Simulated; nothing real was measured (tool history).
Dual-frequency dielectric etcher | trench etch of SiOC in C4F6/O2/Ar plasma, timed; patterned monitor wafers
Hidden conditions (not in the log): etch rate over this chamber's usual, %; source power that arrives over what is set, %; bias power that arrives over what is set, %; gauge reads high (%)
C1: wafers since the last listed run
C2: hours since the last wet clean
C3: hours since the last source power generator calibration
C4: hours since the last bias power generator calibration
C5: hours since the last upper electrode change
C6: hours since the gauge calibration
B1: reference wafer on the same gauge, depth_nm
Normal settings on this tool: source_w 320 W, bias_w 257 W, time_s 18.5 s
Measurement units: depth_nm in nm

{"run": 1, "hour": 0.0, "source_w": 320, "bias_w": 257, "time_s": 14, "C1": 0, "C2": 140.4, "C3": 1272.2, "C4": 2924, "C5": 4759.5, "C6": 1269, "B1": 34.32, "depth_nm": 31.09}
{"run": 2, "hour": 30.3, "source_w": 320, "bias_w": 257, "time_s": 18.5, "C1": 331, "C2": 170.7, "C3": 1302.5, "C4": 2954.3, "C5": 4789.8, "C6": 1299.3, "B1": 34.33, "depth_nm": 41.24}
{"run": 3, "hour": 70.6, "source_w": 320, "bias_w": 257, "time_s": 18.5, "C1": 441, "C2": 211, "C3": 1342.8, "C4": 2994.6, "C5": 4830.1, "C6": 1339.6, "B1": 34.29, "depth_nm": 41.38}
{"run": 4, "hour": 142.0, "source_w": 320, "bias_w": 257, "time_s": 14.5, "C1": 781, "C2": 282.4, "C3": 1414.2, "C4": 3066, "C5": 4901.5, "C6": 1411, "B1": 34.32, "depth_nm": 32.34}
{"run": 5, "hour": 192.4, "source_w": 320, "bias_w": 257, "time_s": 14.5, "C1": 551, "C2": 332.8, "C3": 1464.6, "C4": 3116.4, "C5": 4951.9, "C6": 1461.4, "B1": 34.3, "depth_nm": 32.42}
{"run": 6, "hour": 221.4, "source_w": 320, "bias_w": 257, "time_s": 14.5, "C1": 317, "C2": 361.8, "C3": 1493.6, "C4": 3145.4, "C5": 4980.9, "C6": 1490.4, "B1": 34.32, "depth_nm": 32.27}
{"hour": 263.2, "done": "wet clean of the chamber"}
{"run": 7, "hour": 263.7, "source_w": 320, "bias_w": 257, "time_s": 18.5, "C1": 200, "C2": 0.5, "C3": 1535.9, "C4": 3187.7, "C5": 5023.2, "C6": 1532.7, "B1": 34.33, "depth_nm": 41.15}
{"run": 8, "hour": 327.4, "source_w": 320, "bias_w": 257, "time_s": 18.5, "C1": 697, "C2": 64.2, "C3": 1599.6, "C4": 3251.4, "C5": 5086.9, "C6": 1596.4, "B1": 34.26, "depth_nm": 41.23}
{"run": 9, "hour": 375.8, "source_w": 320, "bias_w": 257, "time_s": 18.5, "C1": 530, "C2": 112.6, "C3": 1648, "C4": 3299.8, "C5": 5135.3, "C6": 1644.8, "B1": 34.29, "depth_nm": 41.33}
{"run": 10, "hour": 409.4, "source_w": 320, "bias_w": 257, "time_s": 18.5, "C1": 367, "C2": 146.2, "C3": 1681.6, "C4": 3333.4, "C5": 5168.9, "C6": 1678.4, "B1": 34.34, "depth_nm": 41.17}
{"run": 11, "hour": 443.4, "source_w": 320, "bias_w": 257, "time_s": 18.5, "C1": 372, "C2": 180.2, "C3": 1715.6, "C4": 3367.4, "C5": 5202.9, "C6": 1712.4, "B1": 34.36, "depth_nm": 41.31}
{"hour": 458.0, "done": "gauge calibrated"}
{"run": 12, "hour": 472.2, "source_w": 320, "bias_w": 257, "time_s": 18.5, "C1": 315, "C2": 209, "C3": 1744.4, "C4": 3396.2, "C5": 5231.7, "C6": 14.2, "B1": 34.27, "depth_nm": 41.09}
{"run": 13, "hour": 504.7, "source_w": 320, "bias_w": 290, "time_s": 18.5, "C1": 355, "C2": 241.5, "C3": 1776.9, "C4": 3428.7, "C5": 5264.2, "C6": 46.7, "B1": 34.31, "depth_nm": 42.38}
{"hour": 534.7, "done": "source power generator calibrated"}
{"run": 14, "hour": 562.8, "source_w": 320, "bias_w": 257, "time_s": 21.5, "C1": 592, "C2": 299.6, "C3": 28.1, "C4": 3486.8, "C5": 5322.3, "C6": 104.8, "B1": 34.33, "depth_nm": 47.79}
{"run": 15, "hour": 596.0, "source_w": 350, "bias_w": 257, "time_s": 18.5, "C1": 363, "C2": 332.8, "C3": 61.3, "C4": 3520, "C5": 5355.5, "C6": 138, "B1": 34.31, "depth_nm": 43.23}
{"run": 16, "hour": 624.9, "source_w": 320, "bias_w": 257, "time_s": 18.5, "C1": 316, "C2": 361.7, "C3": 90.2, "C4": 3548.9, "C5": 5384.4, "C6": 166.9, "B1": 34.32, "depth_nm": 41.28}
{"hour": 646.9, "done": "bias power generator calibrated"}
{"hour": 691.0, "done": "wet clean of the chamber"}
{"run": 17, "hour": 691.5, "source_w": 390, "bias_w": 283, "time_s": 16.5, "C1": 422, "C2": 0.5, "C3": 156.8, "C4": 44.6, "C5": 5451, "C6": 233.5, "B1": 34.28, "depth_nm": 41.16}
{"run": 18, "hour": 709.7, "source_w": 340, "bias_w": 303, "time_s": 13, "C1": 199, "C2": 18.7, "C3": 175, "C4": 62.8, "C5": 5469.2, "C6": 251.7, "B1": 34.33, "depth_nm": 30.93}
{"run": 19, "hour": 774.9, "source_w": 320, "bias_w": 257, "time_s": 18.5, "C1": 714, "C2": 83.9, "C3": 240.2, "C4": 128, "C5": 5534.4, "C6": 316.9, "B1": 34.32, "depth_nm": 41.21}
{"run": 20, "hour": 818.9, "source_w": 320, "bias_w": 257, "time_s": 20.5, "C1": 481, "C2": 127.9, "C3": 284.2, "C4": 172, "C5": 5578.4, "C6": 360.9, "B1": 34.33, "depth_nm": 45.68}
{"run": 21, "hour": 849.1, "source_w": 340, "bias_w": 257, "time_s": 15.5, "C1": 330, "C2": 158.1, "C3": 314.4, "C4": 202.2, "C5": 5608.6, "C6": 391.1, "B1": 34.3, "depth_nm": 35.42}
{"run": 22, "hour": 919.8, "source_w": 320, "bias_w": 257, "time_s": 17, "C1": 774, "C2": 228.8, "C3": 385.1, "C4": 272.9, "C5": 5679.3, "C6": 461.8, "B1": 34.3, "depth_nm": 38.25}
{"hour": 986.5, "done": "upper electrode replaced"}
{"run": 23, "hour": 987.0, "source_w": 370, "bias_w": 257, "time_s": 18.5, "C1": 473, "C2": 296, "C3": 452.3, "C4": 340.1, "C5": 0.5, "C6": 529, "B1": 34.26, "depth_nm": 44.38}
{"run": 24, "hour": 1043.1, "source_w": 320, "bias_w": 257, "time_s": 18.5, "C1": 614, "C2": 352.1, "C3": 508.4, "C4": 396.2, "C5": 56.6, "C6": 585.1, "B1": 34.29, "depth_nm": 41.36}
{"hour": 1134.7, "done": "wet clean of the chamber"}
{"run": 25, "hour": 1194.3, "source_w": 290, "bias_w": 303, "time_s": 22, "C1": 1392, "C2": 59.6, "C3": 659.6, "C4": 547.4, "C5": 207.8, "C6": 736.3, "B1": 34.34, "depth_nm": 48.3}
{"run": 26, "hour": 1235.6, "source_w": 320, "bias_w": 257, "time_s": 18.5, "C1": 452, "C2": 100.9, "C3": 700.9, "C4": 588.7, "C5": 249.1, "C6": 777.6, "B1": 34.29, "depth_nm": 41.57}
{"run": 27, "hour": 1285.2, "source_w": 320, "bias_w": 257, "time_s": 18.5, "C1": 543, "C2": 150.5, "C3": 750.5, "C4": 638.3, "C5": 298.7, "C6": 827.2, "B1": 34.28, "depth_nm": 41.05}
{"run": 28, "hour": 1312.0, "source_w": 290, "bias_w": 206, "time_s": 15.5, "C1": 293, "C2": 177.3, "C3": 777.3, "C4": 665.1, "C5": 325.5, "C6": 854, "B1": 34.32, "depth_nm": 31.53}
{"run": 29, "hour": 1348.4, "source_w": 370, "bias_w": 227, "time_s": 22, "C1": 398, "C2": 213.7, "C3": 813.7, "C4": 701.5, "C5": 361.9, "C6": 890.4, "B1": 34.28, "depth_nm": 51.32}
{"run": 30, "hour": 1398.0, "source_w": 250, "bias_w": 289, "time_s": 14, "C1": 543, "C2": 263.3, "C3": 863.3, "C4": 751.1, "C5": 411.5, "C6": 940, "B1": 34.31, "depth_nm": 28.21}

Give the tool's hidden conditions for every run:
etch rate over this chamber's usual, %: 0 across all the runs
source power that arrives over what is set, %: 0 across all the runs
bias power that arrives over what is set, %: 0 across all the runs
gauge reads high (%): 0 across all the runs

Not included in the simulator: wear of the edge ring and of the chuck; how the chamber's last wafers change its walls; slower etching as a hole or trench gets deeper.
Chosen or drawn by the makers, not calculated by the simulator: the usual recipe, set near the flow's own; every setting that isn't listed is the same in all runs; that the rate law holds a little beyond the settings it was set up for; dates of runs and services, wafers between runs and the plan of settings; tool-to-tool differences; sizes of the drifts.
